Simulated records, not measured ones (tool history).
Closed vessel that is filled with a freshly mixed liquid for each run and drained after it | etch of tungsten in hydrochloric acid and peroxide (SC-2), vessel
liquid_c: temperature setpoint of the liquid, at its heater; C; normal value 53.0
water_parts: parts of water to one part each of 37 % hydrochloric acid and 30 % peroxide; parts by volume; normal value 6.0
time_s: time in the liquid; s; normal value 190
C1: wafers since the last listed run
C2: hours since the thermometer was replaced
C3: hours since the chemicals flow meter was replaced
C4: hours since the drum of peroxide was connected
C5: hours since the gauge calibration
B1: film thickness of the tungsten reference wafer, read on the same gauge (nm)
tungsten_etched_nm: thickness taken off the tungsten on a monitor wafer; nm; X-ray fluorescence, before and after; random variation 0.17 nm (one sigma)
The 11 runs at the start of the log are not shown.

Run 12, hour 557.2: usual settings but liquid_c 43.0 C; C1 2689; C2 2539.1; C3 471.6; C4 32.9; C5 984.6; B1 69.99. Result: tungsten_etched_nm 18.37 nm.
Run 13, hour 598.1: usual settings; C1 3630; C2 2580.0; C3 512.5; C4 73.8; C5 1025.5; B1 70.01. Result: tungsten_etched_nm 36.29 nm.
Run 14, hour 644.9: usual settings but liquid_c 58.5 C, water_parts 8.5 parts by volume, time_s 110 s; C1 4153; C2 2626.8; C3 559.3; C4 120.6; C5 1072.3; B1 69.98. Result: tungsten_etched_nm 22.53 nm.
Run 15, hour 690.4: usual settings but water_parts 9.0 parts by volume, time_s 240 s; C1 4038; C2 2672.3; C3 604.8; C4 166.1; C5 1117.8; B1 70.00. Result: tungsten_etched_nm 32.83 nm.
Run 16, hour 738.8: usual settings but liquid_c 60.0 C; C1 4295; C2 2720.7; C3 653.2; C4 214.5; C5 1166.2; B1 70.00. Result: tungsten_etched_nm 55.91 nm.
At hour 744.3: thermometer replaced.
Run 17, hour 777.2: usual settings but liquid_c 56.5 C, time_s 245 s; C1 3319; C2 32.9; C3 691.6; C4 252.9; C5 1204.6; B1 70.01. Result: tungsten_etched_nm 57.33 nm.
At hour 778.8: chemicals flow meter replaced.
Run 18, hour 833.5: usual settings but water_parts 7.5 parts by volume; C1 4908; C2 89.2; C3 54.7; C4 309.2; C5 1260.9; B1 70.00. Result: tungsten_etched_nm 31.08 nm.
Run 19, hour 895.7: usual settings; C1 5520; C2 151.4; C3 116.9; C4 371.4; C5 1323.1; B1 70.00. Result: tungsten_etched_nm 37.09 nm.
Run 20, hour 952.9: usual settings; C1 5077; C2 208.6; C3 174.1; C4 428.6; C5 1380.3; B1 69.99. Result: tungsten_etched_nm 36.56 nm.
Run 21, hour 1002.7: usual settings but liquid_c 57.0 C, time_s 130 s; C1 4420; C2 258.4; C3 223.9; C4 478.4; C5 1430.1; B1 70.01. Result: tungsten_etched_nm 32.50 nm.
At hour 1014.8: new drum of peroxide connected.
At hour 1021.2: gauge calibrated.
Run 22, hour 1044.7: usual settings but liquid_c 45.0 C, time_s 120 s; C1 3639; C2 300.4; C3 265.9; C4 29.9; C5 23.5; B1 69.99. Result: tungsten_etched_nm 13.61 nm.
Run 23, hour 1139.3: usual settings but liquid_c 62.5 C; C1 8396; C2 395.0; C3 360.5; C4 124.5; C5 118.1; B1 70.00. Result: tungsten_etched_nm 67.24 nm.
Run 24, hour 1207.5: usual settings but liquid_c 61.0 C, time_s 290 s; C1 6053; C2 463.2; C3 428.7; C4 192.7; C5 186.3; B1 70.01. Result: tungsten_etched_nm 93.39 nm.
Run 25, hour 1238.4: usual settings but liquid_c 45.5 C; C1 2742; C2 494.1; C3 459.6; C4 223.6; C5 217.2; B1 69.99. Result: tungsten_etched_nm 22.04 nm.
Run 26, hour 1271.9: usual settings but water_parts 5.0 parts by volume; C1 2973; C2 527.6; C3 493.1; C4 257.1; C5 250.7; B1 69.99. Result: tungsten_etched_nm 41.40 nm.
Run 27, hour 1303.2: usual settings but time_s 160 s; C1 2778; C2 558.9; C3 524.4; C4 288.4; C5 282.0; B1 69.99. Result: tungsten_etched_nm 30.64 nm.
Run 28, hour 1343.8: usual settings; C1 3603; C2 599.5; C3 565.0; C4 329.0; C5 322.6; B1 70.00. Result: tungsten_etched_nm 36.33 nm.
Run 29, hour 1392.4: usual settings but liquid_c 45.5 C, time_s 80 s; C1 4313; C2 648.1; C3 613.6; C4 377.6; C5 371.2; B1 69.99. Result: tungsten_etched_nm 9.22 nm.
Run 30, hour 1417.8: usual settings but water_parts 8.5 parts by volume; C1 2254; C2 673.5; C3 639.0; C4 403.0; C5 396.6; B1 70.00. Result: tungsten_etched_nm 27.49 nm.
Run 31, hour 1463.9: usual settings but water_parts 4.0 parts by volume; C1 4091; C2 719.6; C3 685.1; C4 449.1; C5 442.7; B1 70.01. Result: tungsten_etched_nm 48.00 nm.

Forecast each of these 3 alternatives for the next run:
Run A, hour 1464.6: usual settings but water_parts 7.0 parts by volume; C1 62; C2 720.3; C3 685.8; C4 449.8; C5 443.4; B1 ?. Result: tungsten_etched_nm ?.
Run B, hour 1464.6: usual settings but liquid_c 61.5 C, water_parts 4.0 parts by volume, time_s 280 s; C1 62; C2 720.3; C3 685.8; C4 449.8; C5 443.4; B1 ?. Result: tungsten_etched_nm ?.
Run C, hour 1464.6: usual settings but liquid_c 61.0 C, water_parts 8.5 parts by volume, time_s 270 s; C1 62; C2 720.3; C3 685.8; C4 449.8; C5 443.4; B1 ?. Result: tungsten_etched_nm ?.

run     B1  tungsten_etched_nm
  A  70.02               32.07
  B  70.02              122.43
  C  70.02               65.06
The same runs, with their run-to-run variation unchanged, on a tool lacking any hidden condition would have given:
run  tungsten_etched_nm
  A               33.00
  B              125.48
  C               67.02

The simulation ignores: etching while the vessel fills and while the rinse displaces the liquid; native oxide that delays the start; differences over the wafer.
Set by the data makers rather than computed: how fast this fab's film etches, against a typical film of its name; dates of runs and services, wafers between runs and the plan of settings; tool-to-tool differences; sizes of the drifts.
